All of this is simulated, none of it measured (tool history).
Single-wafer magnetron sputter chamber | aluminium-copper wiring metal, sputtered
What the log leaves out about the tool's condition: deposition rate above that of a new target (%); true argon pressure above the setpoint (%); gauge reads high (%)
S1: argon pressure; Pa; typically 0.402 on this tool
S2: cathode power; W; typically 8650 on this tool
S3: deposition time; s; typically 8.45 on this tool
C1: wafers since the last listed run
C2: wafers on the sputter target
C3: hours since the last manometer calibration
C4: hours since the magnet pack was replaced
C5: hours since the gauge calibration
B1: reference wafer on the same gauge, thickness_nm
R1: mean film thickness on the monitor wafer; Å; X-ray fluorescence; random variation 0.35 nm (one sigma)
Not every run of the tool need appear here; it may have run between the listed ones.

Run 1, hour 0.0: usual settings; C1 0; C2 2566; C3 1029.7; C4 9189.5; C5 469.1; B1 108.882. Result: R1 1163.96 Å.
Run 2, hour 22.2: usual settings; C1 485; C2 3052; C3 1051.9; C4 9211.7; C5 491.3; B1 108.914. Result: R1 1164.06 Å.
Run 3, hour 43.6: usual settings; C1 468; C2 3520; C3 1073.3; C4 9233.1; C5 512.7; B1 108.947. Result: R1 1159.35 Å.
Run 4, hour 65.8: usual settings; C1 485; C2 4006; C3 1095.5; C4 9255.3; C5 534.9; B1 109.171. Result: R1 1147.60 Å.
At hour 91.9: sputter target and shields replaced.
Run 5, hour 92.4: usual settings; C1 407; C2 11; C3 1122.1; C4 9281.9; C5 561.5; B1 109.004. Result: R1 1174.45 Å.
Run 6, hour 104.3: usual settings; C1 260; C2 272; C3 1134.0; C4 9293.8; C5 573.4; B1 108.820. Result: R1 1173.75 Å.
Run 7, hour 131.1: usual settings; C1 586; C2 859; C3 1160.8; C4 9320.6; C5 600.2; B1 109.110. Result: R1 1174.10 Å.
Run 8, hour 145.5: usual settings but S1 0.473 Pa, S2 10200 W; C1 315; C2 1174; C3 1175.2; C4 9335.0; C5 614.6; B1 109.100. Result: R1 1286.43 Å.
Run 9, hour 173.7: usual settings but S1 0.473 Pa, S2 10200 W; C1 617; C2 1791; C3 1203.4; C4 9363.2; C5 642.8; B1 108.914. Result: R1 1286.65 Å.
Run 10, hour 199.7: usual settings but S2 10100 W, S3 9.70 s; C1 569; C2 2360; C3 1229.4; C4 9389.2; C5 668.8; B1 108.955. Result: R1 1527.06 Å.
Run 11, hour 222.7: usual settings but S2 10100 W, S3 9.70 s; C1 503; C2 2864; C3 1252.4; C4 9412.2; C5 691.8; B1 108.990. Result: R1 1519.20 Å.
Run 12, hour 244.1: usual settings but S2 7350 W, S3 9.07 s; C1 468; C2 3332; C3 1273.8; C4 9433.6; C5 713.2; B1 109.117. Result: R1 1093.67 Å.
Run 13, hour 260.8: usual settings; C1 365; C2 3698; C3 1290.5; C4 9450.3; C5 729.9; B1 109.029. Result: R1 1159.73 Å.
At hour 267.0: gauge calibrated.
Run 14, hour 275.1: usual settings but S1 0.526 Pa, S3 7.83 s; C1 313; C2 4011; C3 1304.8; C4 9464.6; C5 8.1; B1 108.926. Result: R1 980.62 Å.
At hour 295.9: magnet pack replaced.
Run 15, hour 307.6: usual settings; C1 536; C2 4547; C3 1337.3; C4 11.7; C5 40.6; B1 108.881. Result: R1 1147.69 Å.
At hour 315.8: sputter target and shields replaced.
Run 16, hour 329.6: usual settings but S1 0.320 Pa, S3 9.12 s; C1 306; C2 301; C3 1359.3; C4 33.7; C5 62.6; B1 108.998. Result: R1 1347.35 Å.
Run 17, hour 363.5: usual settings but S1 0.257 Pa, S2 7650 W; C1 742; C2 1043; C3 1393.2; C4 67.6; C5 96.5; B1 109.024. Result: R1 1176.31 Å.
Run 18, hour 470.8: usual settings but S1 0.344 Pa, S2 9600 W, S3 9.44 s; C1 2348; C2 3391; C3 1500.5; C4 174.9; C5 203.8; B1 108.892. Result: R1 1467.69 Å.
Run 19, hour 490.1: usual settings but S2 10100 W, S3 9.70 s; C1 422; C2 3814; C3 1519.8; C4 194.2; C5 223.1; B1 108.989. Result: R1 1512.58 Å.
At hour 506.0: sputter target and shields replaced.
Run 20, hour 506.5: usual settings but S1 0.514 Pa; C1 183; C2 11; C3 1536.2; C4 210.6; C5 239.5; B1 109.111. Result: R1 1091.18 Å.
Run 21, hour 515.8: usual settings but S2 10350 W, S3 9.15 s; C1 203; C2 215; C3 1545.5; C4 219.9; C5 248.8; B1 109.033. Result: R1 1487.24 Å.
Run 22, hour 537.6: usual settings but S3 9.80 s; C1 477; C2 692; C3 1567.3; C4 241.7; C5 270.6; B1 108.918. Result: R1 1364.07 Å.
Run 23, hour 557.6: usual settings but S1 0.251 Pa, S2 6650 W, S3 7.84 s; C1 437; C2 1130; C3 1587.3; C4 261.7; C5 290.6; B1 108.966. Result: R1 974.80 Å.
Run 24, hour 589.3: usual settings; C1 693; C2 1824; C3 1619.0; C4 293.4; C5 322.3; B1 108.944. Result: R1 1171.20 Å.
At hour 602.5: capacitance manometer re-zeroed and calibrated.
Run 25, hour 622.0: usual settings but S1 0.307 Pa, S2 6850 W, S3 9.49 s; C1 540; C2 2364; C3 19.5; C4 326.1; C5 355.0; B1 108.983. Result: R1 1161.35 Å.
Run 26, hour 649.1: usual settings but S1 0.307 Pa, S2 6850 W, S3 9.49 s; C1 593; C2 2958; C3 46.6; C4 353.2; C5 382.1; B1 108.969. Result: R1 1147.93 Å.
Run 27, hour 664.2: usual settings but S2 6550 W, S3 6.99 s; C1 330; C2 3288; C3 61.7; C4 368.3; C5 397.2; B1 109.018. Result: R1 765.98 Å.
Run 28, hour 715.9: usual settings but S1 0.560 Pa, S3 6.97 s; C1 1131; C2 4420; C3 113.4; C4 420.0; C5 448.9; B1 109.039. Result: R1 852.36 Å.
At hour 731.9: sputter target and shields replaced.
Run 29, hour 749.3: usual settings but S1 0.337 Pa, S2 6500 W, S3 9.18 s; C1 556; C2 380; C3 146.8; C4 453.4; C5 482.3; B1 109.051. Result: R1 1053.57 Å.
Run 30, hour 775.9: usual settings; C1 582; C2 962; C3 173.4; C4 480.0; C5 508.9; B1 108.996. Result: R1 1178.48 Å.
Run 31, hour 804.0: usual settings but S1 0.515 Pa, S2 10750 W, S3 9.09 s; C1 615; C2 1578; C3 201.5; C4 508.1; C5 537.0; B1 108.874. Result: R1 1405.25 Å.
Run 32, hour 820.0: usual settings but S1 0.305 Pa, S2 7200 W; C1 350; C2 1928; C3 217.5; C4 524.1; C5 553.0; B1 109.069. Result: R1 1076.79 Å.
Run 33, hour 834.3: usual settings but S1 0.521 Pa, S2 9800 W, S3 9.92 s; C1 313; C2 2241; C3 231.8; C4 538.4; C5 567.3; B1 109.075. Result: R1 1413.14 Å.
Run 34, hour 851.1: usual settings but S1 0.544 Pa, S2 7100 W, S3 7.90 s; C1 367; C2 2609; C3 248.6; C4 555.2; C5 584.1; B1 109.051. Result: R1 846.09 Å.
Run 35, hour 865.5: usual settings but S1 0.291 Pa, S2 10500 W, S3 9.76 s; C1 315; C2 2924; C3 263.0; C4 569.6; C5 598.5; B1 108.906. Result: R1 1704.70 Å.

Forecast each of these 4 alternatives for the next run:
Run A, hour 865.9: usual settings but S1 0.256 Pa; C1 8; C2 2933; C3 263.4; C4 570.0; C5 598.9; B1 ?. Result: R1 ?.
Run B, hour 865.9: usual settings but S1 0.350 Pa, S2 10700 W, S3 7.58 s; C1 8; C2 2933; C3 263.4; C4 570.0; C5 598.9; B1 ?. Result: R1 ?.
Run C, hour 865.9: usual settings but S1 0.339 Pa; C1 8; C2 2933; C3 263.4; C4 570.0; C5 598.9; B1 ?. Result: R1 ?.
Run D, hour 865.9: usual settings but S1 0.547 Pa; C1 8; C2 2933; C3 263.4; C4 570.0; C5 598.9; B1 ?. Result: R1 ?.

run       B1       R1
  A  108.991  1286.47
  B  108.991  1295.76
  C  108.991  1215.50
  D  108.991  1059.85
Stripped of hidden state, with their random variation kept, the same runs would have yielded:
run       R1
  A  1307.74
  B  1317.19
  C  1235.59
  D  1077.37
